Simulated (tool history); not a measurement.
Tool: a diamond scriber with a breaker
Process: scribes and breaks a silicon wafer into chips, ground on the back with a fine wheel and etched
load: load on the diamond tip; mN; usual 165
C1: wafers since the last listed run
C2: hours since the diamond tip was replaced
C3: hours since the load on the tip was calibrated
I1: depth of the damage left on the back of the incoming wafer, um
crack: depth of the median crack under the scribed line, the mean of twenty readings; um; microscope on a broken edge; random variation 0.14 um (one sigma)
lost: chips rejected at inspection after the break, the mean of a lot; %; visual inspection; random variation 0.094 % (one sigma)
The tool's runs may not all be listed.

Run 1, hour 0.0: usual settings; C1 0; C2 254.7; C3 76.5; I1 0.30. Result: crack 9.86 um, lost 1.28 %.
Run 2, hour 49.6: usual settings; C1 280; C2 304.3; C3 126.1; I1 0.47. Result: crack 9.96 um, lost 1.20 %.
Run 3, hour 81.1: usual settings; C1 178; C2 335.8; C3 157.6; I1 0.79. Result: crack 9.84 um, lost 1.21 %.
Run 4, hour 120.7: usual settings but load 193 mN; C1 223; C2 375.4; C3 197.2; I1 0.44. Result: crack 11.21 um, lost 2.07 %.
Run 5, hour 173.5: usual settings; C1 298; C2 428.2; C3 250.0; I1 0.59. Result: crack 9.99 um, lost 1.19 %.
Run 6, hour 206.7: usual settings; C1 187; C2 461.4; C3 283.2; I1 0.51. Result: crack 9.68 um, lost 0.99 %.
Run 7, hour 278.3: usual settings; C1 404; C2 533.0; C3 354.8; I1 0.59. Result: crack 9.79 um, lost 1.31 %.
At hour 315.6: diamond tip replaced by a new one.
Run 8, hour 321.3: usual settings; C1 231; C2 5.7; C3 397.8; I1 0.51. Result: crack 9.63 um, lost 1.41 %.
Run 9, hour 368.9: usual settings but load 200 mN; C1 269; C2 53.3; C3 445.4; I1 0.38. Result: crack 10.91 um, lost 1.89 %.
Run 10, hour 414.2: usual settings but load 200 mN; C1 256; C2 98.6; C3 490.7; I1 0.77. Result: crack 10.89 um, lost 1.53 %.
Run 11, hour 463.0: usual settings but load 138 mN; C1 275; C2 147.4; C3 539.5; I1 0.71. Result: crack 8.00 um, lost 5.63 %.
Run 12, hour 521.9: usual settings but load 144 mN; C1 332; C2 206.3; C3 598.4; I1 0.78. Result: crack 8.01 um, lost 5.93 %.
At hour 536.4: load on the tip recalibrated.
Run 13, hour 564.0: usual settings; C1 226; C2 248.4; C3 27.6; I1 0.69. Result: crack 10.15 um, lost 1.24 %.
Run 14, hour 622.3: usual settings but load 117 mN; C1 329; C2 306.7; C3 85.9; I1 0.51. Result: crack 7.51 um, lost 8.69 %.
Run 15, hour 672.8: usual settings; C1 285; C2 357.2; C3 136.4; I1 0.73. Result: crack 10.06 um, lost 1.34 %.
Run 16, hour 698.1: usual settings; C1 142; C2 382.5; C3 161.7; I1 0.34. Result: crack 10.30 um, lost 1.28 %.
Run 17, hour 755.1: usual settings but load 208 mN; C1 322; C2 439.5; C3 218.7; I1 0.38. Result: crack 11.67 um, lost 3.92 %.
Run 18, hour 823.1: usual settings; C1 384; C2 507.5; C3 286.7; I1 0.67. Result: crack 10.01 um, lost 1.13 %.
At hour 847.0: diamond tip replaced by a new one.
Run 19, hour 854.2: usual settings but load 205 mN; C1 164; C2 7.2; C3 317.8; I1 0.35. Result: crack 11.45 um, lost 2.79 %.
Run 20, hour 909.3: usual settings but load 214 mN; C1 311; C2 62.3; C3 372.9; I1 0.37. Result: crack 12.01 um, lost 3.42 %.

The next listed run, before its measurement:
Run 21, hour 970.0: usual settings but load 196 mN; C1 343; C2 123.0; C3 433.6; I1 0.79. Result: crack ?, lost ?.

crack: 10.89 um
lost: 1.69 %
Without the tool's hidden state the same run would have given crack 11.60 um, lost 2.89 %.
